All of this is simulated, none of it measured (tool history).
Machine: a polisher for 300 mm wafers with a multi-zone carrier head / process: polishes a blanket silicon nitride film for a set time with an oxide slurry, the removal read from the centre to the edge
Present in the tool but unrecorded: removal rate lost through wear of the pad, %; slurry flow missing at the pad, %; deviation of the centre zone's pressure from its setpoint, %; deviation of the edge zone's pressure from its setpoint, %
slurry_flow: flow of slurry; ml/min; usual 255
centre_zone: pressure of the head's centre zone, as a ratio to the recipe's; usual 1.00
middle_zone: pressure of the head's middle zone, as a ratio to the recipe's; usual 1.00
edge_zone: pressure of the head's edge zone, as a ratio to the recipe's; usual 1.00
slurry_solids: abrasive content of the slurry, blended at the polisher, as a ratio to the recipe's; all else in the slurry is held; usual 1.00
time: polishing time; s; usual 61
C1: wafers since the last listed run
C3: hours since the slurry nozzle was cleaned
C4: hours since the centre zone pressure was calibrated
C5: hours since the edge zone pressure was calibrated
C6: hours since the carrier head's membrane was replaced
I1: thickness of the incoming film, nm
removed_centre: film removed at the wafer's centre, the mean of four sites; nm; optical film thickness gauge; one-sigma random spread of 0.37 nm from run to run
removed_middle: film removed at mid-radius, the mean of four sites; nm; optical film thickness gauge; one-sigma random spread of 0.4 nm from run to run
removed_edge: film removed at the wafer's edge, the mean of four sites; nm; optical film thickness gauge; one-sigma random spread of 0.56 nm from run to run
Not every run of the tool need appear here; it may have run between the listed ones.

Run 1, hour 0.0: usual settings; C1 0; wafers polished on this pad 915; C3 78.6; C4 471.2; C5 116.3; C6 295.9; I1 463.6. Result: removed_centre 50.4 nm, removed_middle 50.1 nm, removed_edge 50.5 nm.
At hour 17.8: worn pad replaced by a new one.
Run 2, hour 37.5: usual settings but middle_zone 1.09; C1 208; wafers polished on this pad 122; C3 116.1; C4 508.7; C5 153.8; C6 333.4; I1 463.8. Result: removed_centre 50.7 nm, removed_middle 53.3 nm, removed_edge 49.8 nm.
Run 3, hour 61.6: usual settings but middle_zone 1.09; C1 149; wafers polished on this pad 271; C3 140.2; C4 532.8; C5 177.9; C6 357.5; I1 456.4. Result: removed_centre 49.9 nm, removed_middle 52.6 nm, removed_edge 50.1 nm.
At hour 182.0: worn pad replaced by a new one.
Run 4, hour 182.5: usual settings but edge_zone 0.94; C1 726; wafers polished on this pad 3; C3 261.1; C4 653.7; C5 298.8; C6 478.4; I1 462.7. Result: removed_centre 49.5 nm, removed_middle 50.2 nm, removed_edge 49.2 nm.
At hour 262.2: edge zone pressure recalibrated.
Run 5, hour 302.7: usual settings but edge_zone 0.94; C1 734; wafers polished on this pad 737; C3 381.3; C4 773.9; C5 40.5; C6 598.6; I1 460.8. Result: removed_centre 49.4 nm, removed_middle 49.3 nm, removed_edge 49.7 nm.
At hour 353.9: worn pad replaced by a new one.
Run 6, hour 362.7: usual settings; C1 347; wafers polished on this pad 54; C3 441.3; C4 833.9; C5 100.5; C6 658.6; I1 451.9. Result: removed_centre 48.6 nm, removed_middle 48.8 nm, removed_edge 49.1 nm.
At hour 428.2: slurry nozzle cleaned.
Run 7, hour 433.7: usual settings; C1 434; wafers polished on this pad 489; C3 5.5; C4 904.9; C5 171.5; C6 729.6; I1 457.3. Result: removed_centre 45.6 nm, removed_middle 46.4 nm, removed_edge 47.3 nm.
At hour 460.4: carrier head's membrane replaced by a new one.
Run 8, hour 476.8: usual settings; C1 236; wafers polished on this pad 726; C3 48.6; C4 948.0; C5 214.6; C6 16.4; I1 462.0. Result: removed_centre 44.7 nm, removed_middle 46.2 nm, removed_edge 46.6 nm.
At hour 512.1: worn pad replaced by a new one.
Run 9, hour 513.4: usual settings but centre_zone 0.93, edge_zone 0.94, time 44 s; C1 202; wafers polished on this pad 7; C3 85.2; C4 984.6; C5 251.2; C6 53.0; I1 450.8. Result: removed_centre 30.1 nm, removed_middle 32.7 nm, removed_edge 33.0 nm.
Run 10, hour 541.1: usual settings but slurry_flow 180 ml/min, centre_zone 0.93, slurry_solids 1.25, time 49 s; C1 172; wafers polished on this pad 179; C3 112.9; C4 1012.3; C5 278.9; C6 80.7; I1 454.2. Result: removed_centre 35.1 nm, removed_middle 38.4 nm, removed_edge 40.5 nm.
At hour 568.8: slurry nozzle cleaned, repeated, since the last time left the tool worse.
Run 11, hour 570.4: usual settings but slurry_flow 305 ml/min, centre_zone 1.05, middle_zone 0.95, slurry_solids 1.20; C1 175; wafers polished on this pad 355; C3 1.6; C4 1041.6; C5 308.2; C6 110.0; I1 465.4. Result: removed_centre 60.2 nm, removed_middle 55.5 nm, removed_edge 56.7 nm.
At hour 595.9: edge zone pressure recalibrated.
Run 12, hour 617.7: usual settings but centre_zone 1.07, edge_zone 1.04; C1 281; wafers polished on this pad 636; C3 48.9; C4 1088.9; C5 21.8; C6 157.3; I1 458.4. Result: removed_centre 54.0 nm, removed_middle 50.2 nm, removed_edge 51.4 nm.
At hour 624.9: centre zone pressure recalibrated.
Run 13, hour 671.1: usual settings but centre_zone 0.96; C1 319; wafers polished on this pad 956; C3 102.3; C4 46.2; C5 75.2; C6 210.7; I1 462.0. Result: removed_centre 48.4 nm, removed_middle 50.4 nm, removed_edge 50.7 nm.
At hour 691.3: worn pad replaced by a new one.
Run 14, hour 736.5: usual settings but edge_zone 0.96, slurry_solids 0.70; C1 381; wafers polished on this pad 280; C3 167.7; C4 111.6; C5 140.6; C6 276.1; I1 461.5. Result: removed_centre 36.0 nm, removed_middle 36.1 nm, removed_edge 35.0 nm.
Run 15, hour 800.3: usual settings but slurry_solids 0.90; C1 396; wafers polished on this pad 676; C3 231.5; C4 175.4; C5 204.4; C6 339.9; I1 455.4. Result: removed_centre 46.1 nm, removed_middle 46.5 nm, removed_edge 45.7 nm.

Forecast each of these 5 alternatives for the next run:
Run A, hour 800.7: usual settings; C1 2; wafers polished on this pad 679; C3 231.9; C4 175.8; C5 204.8; C6 340.3; I1 460.3. Result: removed_centre ?, removed_middle ?, removed_edge ?.
Run B, hour 800.7: usual settings but slurry_flow 320 ml/min; C1 2; wafers polished on this pad 679; C3 231.9; C4 175.8; C5 204.8; C6 340.3; I1 460.3. Result: removed_centre ?, removed_middle ?, removed_edge ?.
Run C, hour 800.7: usual settings but middle_zone 0.92; C1 2; wafers polished on this pad 679; C3 231.9; C4 175.8; C5 204.8; C6 340.3; I1 460.3. Result: removed_centre ?, removed_middle ?, removed_edge ?.
Run D, hour 800.7: usual settings but middle_zone 1.08; C1 2; wafers polished on this pad 679; C3 231.9; C4 175.8; C5 204.8; C6 340.3; I1 460.3. Result: removed_centre ?, removed_middle ?, removed_edge ?.
Run E, hour 800.7: usual settings but slurry_flow 180 ml/min, slurry_solids 1.15; C1 2; wafers polished on this pad 679; C3 231.9; C4 175.8; C5 204.8; C6 340.3; I1 460.3. Result: removed_centre ?, removed_middle ?, removed_edge ?.

run  removed_centre  removed_middle  removed_edge
  A            50.3            49.6          50.2
  B            51.7            50.8          51.1
  C            50.3            47.3          50.3
  D            50.4            52.0          50.2
  E            52.2            51.7          53.0
What these runs would have given with no unlogged condition in the tool:
run  removed_centre  removed_middle  removed_edge
  A            50.8            50.0          50.5
  B            52.1            51.2          51.4
  C            50.8            47.7          50.6
  D            50.8            52.4          50.5
  E            52.9            52.3          53.5
